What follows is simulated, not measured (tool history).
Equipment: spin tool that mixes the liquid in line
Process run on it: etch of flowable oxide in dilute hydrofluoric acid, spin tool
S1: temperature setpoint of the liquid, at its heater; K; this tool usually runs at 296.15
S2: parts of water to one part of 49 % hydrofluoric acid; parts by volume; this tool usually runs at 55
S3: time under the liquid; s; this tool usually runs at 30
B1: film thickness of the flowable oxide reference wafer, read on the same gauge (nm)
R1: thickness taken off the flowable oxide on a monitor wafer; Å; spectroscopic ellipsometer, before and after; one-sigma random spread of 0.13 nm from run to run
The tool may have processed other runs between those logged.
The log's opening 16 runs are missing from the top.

{"day": 28.396, "done": "gauge calibrated"}
{"run": 17, "day": 28.833, "S1": 293.65, "S2": 55, "S3": 15, "B1": 59.49, "R1": 104.2}
{"run": 18, "day": 31.279, "S1": 296.15, "S2": 55, "S3": 30, "B1": 59.35, "R1": 231.2}
{"day": 31.6, "done": "hydrofluoric acid flow meter replaced"}
{"run": 19, "day": 33.233, "S1": 301.15, "S2": 35, "S3": 30, "B1": 59.23, "R1": 457.2}
{"run": 20, "day": 34.571, "S1": 297.65, "S2": 35, "S3": 45, "B1": 59.19, "R1": 595.0}
{"run": 21, "day": 36.758, "S1": 294.65, "S2": 55, "S3": 30, "B1": 59.04, "R1": 218.6}
{"run": 22, "day": 38.962, "S1": 296.15, "S2": 75, "S3": 30, "B1": 58.86, "R1": 163.9}
{"run": 23, "day": 40.125, "S1": 292.15, "S2": 35, "S3": 30, "B1": 58.79, "R1": 313.1}
{"run": 24, "day": 42.554, "S1": 296.15, "S2": 65, "S3": 30, "B1": 58.67, "R1": 192.4}
{"run": 25, "day": 43.675, "S1": 296.15, "S2": 55, "S3": 40, "B1": 58.63, "R1": 306.4}
{"day": 44.233, "done": "thermometer replaced"}
{"run": 26, "day": 45.062, "S1": 296.15, "S2": 55, "S3": 30, "B1": 58.52, "R1": 227.6}
{"run": 27, "day": 46.896, "S1": 296.15, "S2": 65, "S3": 35, "B1": 58.48, "R1": 224.2}
{"run": 28, "day": 48.579, "S1": 297.65, "S2": 40, "S3": 30, "B1": 58.36, "R1": 339.6}
{"run": 29, "day": 50.054, "S1": 292.65, "S2": 45, "S3": 20, "B1": 58.26, "R1": 162.2}
{"run": 30, "day": 51.171, "S1": 293.65, "S2": 65, "S3": 30, "B1": 58.2, "R1": 171.2}
{"run": 31, "day": 53.067, "S1": 299.15, "S2": 30, "S3": 15, "B1": 58.13, "R1": 244.0}
{"run": 32, "day": 54.967, "S1": 298.65, "S2": 75, "S3": 20, "B1": 57.97, "R1": 119.3}
{"run": 33, "day": 56.562, "S1": 296.15, "S2": 55, "S3": 30, "B1": 57.95, "R1": 225.1}

Predict each of these 5 candidate next runs independently; none follows another, all start after run 33:
{"run": "A", "day": 56.579, "S1": 296.15, "S2": 55, "S3": 15, "B1": "?", "R1": "?"}
{"run": "B", "day": 56.579, "S1": 296.15, "S2": 55, "S3": 25, "B1": "?", "R1": "?"}
{"run": "C", "day": 56.579, "S1": 300.15, "S2": 80, "S3": 15, "B1": "?", "R1": "?"}
{"run": "D", "day": 56.579, "S1": 299.15, "S2": 35, "S3": 20, "B1": "?", "R1": "?"}
{"run": "E", "day": 56.579, "S1": 296.15, "S2": 45, "S3": 30, "B1": "?", "R1": "?"}

run=A B1=57.90 R1=112.8
run=B B1=57.90 R1=188.1
run=C B1=57.90 R1=88.2
run=D B1=57.90 R1=274.8
run=E B1=57.90 R1=279.4
Stripped of hidden state, with their random variation kept, the same runs would have yielded:
run=A R1=116.9
run=B R1=194.9
run=C R1=91.3
run=D R1=284.7
run=E R1=289.5
